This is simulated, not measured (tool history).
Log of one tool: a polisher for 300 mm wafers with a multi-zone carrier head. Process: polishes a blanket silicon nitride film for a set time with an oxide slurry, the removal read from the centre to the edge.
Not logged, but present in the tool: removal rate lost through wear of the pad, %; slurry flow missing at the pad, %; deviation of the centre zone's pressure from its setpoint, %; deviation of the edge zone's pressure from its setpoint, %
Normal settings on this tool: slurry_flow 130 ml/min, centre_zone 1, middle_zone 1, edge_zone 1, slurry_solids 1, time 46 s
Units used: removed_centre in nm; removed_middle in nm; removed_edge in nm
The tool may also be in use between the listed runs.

run	hour	slurry_flow	centre_zone	middle_zone	edge_zone	slurry_solids	time	wafers since the last listed run	wafers polished on this pad	hours since the slurry nozzle was cleaned	hours since the centre zone pressure was calibrated	hours since the edge zone pressure was calibrated	hours since the carrier head's membrane was replaced	incoming thickness of the incoming film, nm	removed_centre	removed_middle	removed_edge
1	0	175	1.11	1	1.08	1	46	0	102	31.4	1137.8	19.1	44.7	501.5	23.6	21.8	22
2	7.2	90	1	1	1	1	37	78	181	38.6	1145	26.3	51.9	498.4	14.9	15.5	15.4
3	21	130	1	1	1	1	46	150	331	52.4	1158.8	40.1	65.7	504.1	20.4	20.9	20.3
4	39	130	1	1.1	1	1	46	195	526	70.4	1176.8	58.1	83.7	494.5	20.3	22.3	20.5
# hour 49.9: centre zone pressure recalibrated
5	52.6	170	1	0.9	0.93	1	46	126	653	84	2.7	71.7	97.3	498.8	21.5	20	20.5
6	62.2	165	1	1.04	1	0.7	46	104	757	93.6	12.3	81.3	106.9	500.1	17.5	18.2	17.1
7	72.6	130	0.95	1	1	0.85	46	113	870	104	22.7	91.7	117.3	498	18.3	18.7	18.8
8	90.6	130	1	1.1	1	1	46	195	1066	122	40.7	109.7	135.3	499.6	20.6	22.8	20.2
# hour 97: worn pad replaced by a new one
9	98.3	130	1	1	1	1.25	46	40	13	129.7	48.4	117.4	143	493.9	22.7	23	22.4
10	105.2	130	1	1	1	1	46	75	88	136.6	55.3	124.3	149.9	496.1	20.6	20.7	20.4
11	122.4	130	1	1	1	1	46	187	275	153.8	72.5	141.5	167.1	499.2	20.5	20.6	20.4
12	137.8	130	1	1	1	1	46	167	443	169.2	87.9	156.9	182.5	493.1	20.4	20.7	20.4
13	144.1	130	1	1	1	1	46	68	511	175.5	94.2	163.2	188.8	509.4	20.6	20.9	20.1
14	153.3	130	1	0.94	1.06	1	59	100	611	184.7	103.4	172.4	198	492.9	26.5	25.5	26.9
15	163.3	130	1	1	1.08	1	46	108	720	194.7	113.4	182.4	208	504	20.6	20.7	21.1
16	178.8	130	1.04	1	0.89	0.9	35	168	889	210.2	128.9	197.9	223.5	502.3	15.2	14.9	13.8
17	184.9	155	1	0.92	1	0.75	34	66	955	216.3	135	204	229.6	506.3	13.3	12.8	13.2
# hour 190.8: worn pad replaced by a new one
18	191.3	130	1	1	0.91	1	46	26	4	222.7	141.4	210.4	236	494.5	20.4	20.7	19.4
19	203	95	1	1	1.11	1	46	127	132	234.4	153.1	222.1	247.7	501.7	19	19.4	20.4
20	210.4	130	1	1	1	1	46	80	212	241.8	160.5	229.5	255.1	503.7	20.6	21	20.5
21	226.9	130	1	1	1.09	0.85	46	179	392	258.3	177	246	271.6	499.5	18.5	19	19.7

Alternative continuations, all from the tool just after run 21; predict every row:
A	227.3	90	1	1	1	1	46	4	396	258.7	177.4	246.4	272	500.6	?	?	?
B	227.3	130	1.09	1	1	1	51	4	396	258.7	177.4	246.4	272	500.6	?	?	?
C	227.3	130	1	1	1.07	1	37	4	396	258.7	177.4	246.4	272	500.6	?	?	?
D	227.3	110	0.93	1	1	0.75	61	4	396	258.7	177.4	246.4	272	500.6	?	?	?
E	227.3	130	0.9	1	0.93	1	46	4	396	258.7	177.4	246.4	272	500.6	?	?	?

run	removed_centre	removed_middle	removed_edge
A	18.3	19	19
B	23.9	23	22.4
C	16.3	16.7	16.8
D	20.9	22.6	22.3
E	18.8	20.7	19.5
What these runs would have given with no unlogged condition in the tool:
run	removed_centre	removed_middle	removed_edge
A	18.3	19	19
B	23.9	23	22.4
C	16.3	16.7	16.8
D	20.9	22.6	22.3
E	18.8	20.7	19.5
